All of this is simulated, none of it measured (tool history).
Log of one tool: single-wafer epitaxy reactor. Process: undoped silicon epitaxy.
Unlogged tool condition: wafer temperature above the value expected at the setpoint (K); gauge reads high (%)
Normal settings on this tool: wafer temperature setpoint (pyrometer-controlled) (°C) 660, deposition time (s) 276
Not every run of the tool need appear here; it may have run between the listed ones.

run	hour	wafer temperature setpoint (pyrometer-controlled) (°C)	deposition time (s)	wafers since the last listed run	hours since the last pyrometer calibration	hours since the gauge calibration	read-back reference wafer on the same gauge, thickness_nm	mean film thickness on the monitor wafer (Å)
1	0	660	276	0	2430.9	237.4	48.56	595.22
2	17.3	660	276	105	2448.2	254.7	48.674	595.67
3	30.2	660	276	78	2461.1	267.6	48.574	597.06
4	38.9	660	276	53	2469.8	276.3	48.601	600.3
5	49.7	665	300	65	2480.6	287.1	48.714	709.46
6	60.6	665	300	66	2491.5	298	48.526	716.99
7	72.8	665	300	74	2503.7	310.2	48.666	713.93
8	82.3	660	276	57	2513.2	319.7	48.603	593.58
9	93.6	660	276	68	2524.5	331	48.574	597.14
10	107.4	660	276	84	2538.3	344.8	48.68	597.74
11	117.8	660	276	63	2548.7	355.2	48.54	599.11
12	124.2	654	276	38	2555.1	361.6	48.67	533
13	138.2	660	276	85	2569.1	375.6	48.642	594.32
14	145.1	660	276	42	2576	382.5	48.59	597.04
15	153.3	669	276	49	2584.2	390.7	48.642	711.11
16	167.8	669	276	88	2598.7	405.2	48.641	705.45
17	176	669	276	49	2606.9	413.4	48.543	711.23
18	189.6	660	253	82	2620.5	427	48.699	556.48
19	206.1	660	276	100	2637	443.5	48.64	604.67
20	216.8	660	276	65	2647.7	454.2	48.626	602.9
21	224.7	660	276	48	2655.6	462.1	48.664	602.61
# hour 251.1: gauge calibrated
22	253.2	660	303	173	2684.1	2.1	48.558	660.25
23	295.7	667	254	258	2726.6	44.6	48.592	637.44
24	310.5	666	276	90	2741.4	59.4	48.653	672.51
25	323.1	645	304	76	2754	72	48.603	503.14
# hour 340.2: pyrometer calibrated
26	340.7	653	238	58	0.5	89.6	48.509	498.31
27	352.8	653	321	73	12.6	101.7	48.581	669.21
28	368.7	655	276	96	28.5	117.6	48.523	596.76
29	410.1	664	225	252	69.9	159	48.555	578.94
30	420.3	660	276	62	80.1	169.2	48.605	657.16
31	435.7	660	232	93	95.5	184.6	48.512	551.95
# hour 453.8: pyrometer calibrated, repeated, since the last time left the tool worse
32	454.3	674	239	64	0.5	203.2	48.572	651.35
33	459.6	669	237	32	5.8	208.5	48.54	590.59
34	470.6	664	234	67	16.8	219.5	48.567	526.92
35	478.9	660	276	50	25.1	227.8	48.61	577.39
36	486.2	646	276	44	32.4	235.1	48.561	442.37
37	493.8	649	324	46	40	242.7	48.582	552.49
38	511.5	660	299	107	57.7	260.4	48.565	631.14
39	520.6	668	304	55	66.8	269.5	48.624	738.18
40	535.6	660	276	91	81.8	284.5	48.589	583.51

A few steps of mean film thickness on the monitor wafer (Å) between consecutive runs. Split each: what settings, incoming material and random variation would produce without the hidden state, and what is left over for the hidden state, along with gauge scatter present in only one of the two compared results (measured, and without hidden state):
Run 17 -> 18: wafer temperature setpoint (pyrometer-controlled) (°C) 669 -> 660, deposition time (s) 276 -> 253. mean film thickness on the monitor wafer (Å) -154.75: hidden state -6.84, all else -147.91.
Run 24 -> 25: wafer temperature setpoint (pyrometer-controlled) (°C) 666 -> 645, deposition time (s) 276 -> 304. mean film thickness on the monitor wafer (Å) -169.37: hidden state -8.23, all else -161.14.
Run 25 -> 26: wafer temperature setpoint (pyrometer-controlled) (°C) 645 -> 653, deposition time (s) 304 -> 238, pyrometer calibrated. mean film thickness on the monitor wafer (Å) -4.83: hidden state +37.8, all else -42.63.
Run 26 -> 27: deposition time (s) 238 -> 321. mean film thickness on the monitor wafer (Å) +170.9: hidden state +23.38, all else +147.52.
Run 31 -> 32: wafer temperature setpoint (pyrometer-controlled) (°C) 660 -> 674, deposition time (s) 232 -> 239, pyrometer calibrated, repeated, since the last time left the tool worse. mean film thickness on the monitor wafer (Å) +99.4: hidden state -64.07, all else +163.47.
